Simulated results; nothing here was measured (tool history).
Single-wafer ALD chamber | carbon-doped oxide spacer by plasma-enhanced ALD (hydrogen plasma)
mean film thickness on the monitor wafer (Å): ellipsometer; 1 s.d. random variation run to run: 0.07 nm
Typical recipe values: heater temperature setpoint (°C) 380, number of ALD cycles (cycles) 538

run,hour,heater temperature setpoint (°C),number of ALD cycles (cycles),wafers since the last listed run,hours since the last thermocouple change,hours since the gauge calibration,"read-back reference wafer on the same gauge, thickness_nm",mean film thickness on the monitor wafer (Å)
1,0.0,380,573,0,1025.7,245.5,25.346,301.27
2,24.6,389,538,23,1050.3,270.1,25.355,282.31
3,75.2,380,538,48,1100.9,320.7,25.405,283.37
4,104.5,380,560,27,1130.2,350.0,25.410,293.89
5,143.3,380,560,36,1169.0,388.8,25.446,294.42
6,200.3,380,538,54,1226.0,445.8,25.506,283.50
7,224.4,380,538,22,1250.1,469.9,25.498,285.10
8,267.2,380,579,40,1292.9,512.7,25.552,306.96
9,304.4,371,538,35,1330.1,549.9,25.581,284.67

Run 10 is up next; what results do you expect?
10,336.2,380,465,30,1361.9,581.7,?,?

{"run 10": {"read-back reference wafer on the same gauge, thickness_nm": 25.588, "mean film thickness on the monitor wafer (Å)": 246.01}}
The same run, on a tool lacking any hidden state, would have yielded mean film thickness on the monitor wafer (Å) 241.23.
